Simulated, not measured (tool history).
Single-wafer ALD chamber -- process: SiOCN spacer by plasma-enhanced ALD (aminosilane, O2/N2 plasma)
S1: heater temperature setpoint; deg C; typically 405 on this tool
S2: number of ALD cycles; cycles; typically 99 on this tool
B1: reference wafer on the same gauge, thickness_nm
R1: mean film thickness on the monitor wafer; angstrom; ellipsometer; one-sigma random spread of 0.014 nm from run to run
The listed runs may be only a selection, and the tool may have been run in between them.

run 1 day=0 | S1=398 S2=99 | B1=4.676 | R1=57.54
run 2 day=1.196 | S1=405 S2=99 | B1=4.67 | R1=56.46
run 3 day=3.133 | S1=405 S2=99 | B1=4.67 | R1=56.33
run 4 day=5.071 | S1=405 S2=99 | B1=4.672 | R1=56.32
run 5 day=6.875 | S1=405 S2=99 | B1=4.669 | R1=56.22
run 6 day=8.908 | S1=405 S2=99 | B1=4.674 | R1=56.46
run 7 day=10.733 | S1=405 S2=99 | B1=4.665 | R1=56.48
run 8 day=13.388 | S1=405 S2=99 | B1=4.667 | R1=56.17
run 9 day=15.317 | S1=405 S2=99 | B1=4.67 | R1=56.36
run 10 day=16.967 | S1=405 S2=99 | B1=4.671 | R1=56.24
run 11 day=19.75 | S1=405 S2=99 | B1=4.671 | R1=56.06
run 12 day=21.654 | S1=405 S2=99 | B1=4.668 | R1=56.35
run 13 day=22.942 | S1=405 S2=99 | B1=4.671 | R1=56.29
run 14 day=27.317 | S1=405 S2=99 | B1=4.67 | R1=56.08
run 15 day=28.792 | S1=398 S2=112 | B1=4.671 | R1=64.66
run 16 day=30 | S1=398 S2=112 | B1=4.676 | R1=64.66
run 17 day=31.083 | S1=398 S2=112 | B1=4.674 | R1=64.83
run 18 day=33.504 | S1=405 S2=99 | B1=4.668 | R1=55.9
run 19 day=36.196 | S1=405 S2=99 | B1=4.674 | R1=56.1
run 20 day=38.25 | S1=405 S2=99 | B1=4.672 | R1=56.23
run 21 day=39.254 | S1=414 S2=90 | B1=4.67 | R1=49.8
run 22 day=41.221 | S1=405 S2=104 | B1=4.667 | R1=58.38
run 23 day=42.867 | S1=415 S2=99 | B1=4.667 | R1=54.01
run 24 day=44.217 | S1=405 S2=99 | B1=4.67 | R1=55.53
run 25 day=47.021 | S1=401 S2=108 | B1=4.671 | R1=61.06
run 26 day=49.975 | S1=399 S2=90 | B1=4.67 | R1=51.35
run 27 day=52.612 | S1=405 S2=109 | B1=4.666 | R1=61.21
run 28 day=55.546 | S1=413 S2=91 | B1=4.673 | R1=49.69
run 29 day=57.262 | S1=405 S2=109 | B1=4.67 | R1=61
run 30 day=58.296 | S1=405 S2=113 | B1=4.667 | R1=63.15
run 31 day=59.562 | S1=398 S2=105 | B1=4.669 | R1=59.99
run 32 day=62.167 | S1=409 S2=86 | B1=4.67 | R1=48.57
run 33 day=64.175 | S1=396 S2=106 | B1=4.676 | R1=61.45
run 34 day=65.667 | S1=417 S2=79 | B1=4.667 | R1=43.72
run 35 day=66.775 | S1=392 S2=107 | B1=4.676 | R1=62.22
run 36 day=68.971 | S1=405 S2=99 | B1=4.671 | R1=56.71
run 37 day=71.85 | S1=394 S2=113 | B1=4.669 | R1=65.66
run 38 day=74.362 | S1=405 S2=99 | B1=4.673 | R1=56.53
run 39 day=75.95 | S1=390 S2=99 | B1=4.672 | R1=57.56
run 40 day=78.825 | S1=405 S2=114 | B1=4.671 | R1=65.34
run 41 day=80.183 | S1=415 S2=86 | B1=4.668 | R1=47.82
run 42 day=81.638 | S1=409 S2=110 | B1=4.672 | R1=62.14
run 43 day=87 | S1=405 S2=91 | B1=4.672 | R1=51.81
run 44 day=88.396 | S1=405 S2=99 | B1=4.668 | R1=56.21
run 45 day=90.05 | S1=405 S2=99 | B1=4.669 | R1=56.33

Put back what was entered between runs (4 entries, withheld): which listed runs does each sit between, and how does the hidden state differ from the listed run before to the listed run after?
From run 18 to run 19: gauge calibrated (day 35.321)
  wafer temperature above the value expected at the setpoint (K): 3.11 -> 3.26
  measured result minus the result with no hidden state, R1: -0.47 -> -0.49 angstrom
From run 21 to run 22: thermocouple changed; heater temperature recalibrated (day 41.2)
  wafer temperature above the value expected at the setpoint (K): 3.44 -> 6.63
  measured result minus the result with no hidden state, R1: -0.47 -> -1.05 angstrom
From run 31 to run 32: thermocouple changed; heater temperature recalibrated, repeated, since the last time left the tool worse (day 61.954)
  wafer temperature above the value expected at the setpoint (K): 7.68 -> -0.0328
  measured result minus the result with no hidden state, R1: -1.02 -> +0 angstrom
From run 42 to run 43: gauge calibrated (day 86.758)
  wafer temperature above the value expected at the setpoint (K): 1.07 -> 1.38
  measured result minus the result with no hidden state, R1: -0.19 -> -0.19 angstrom
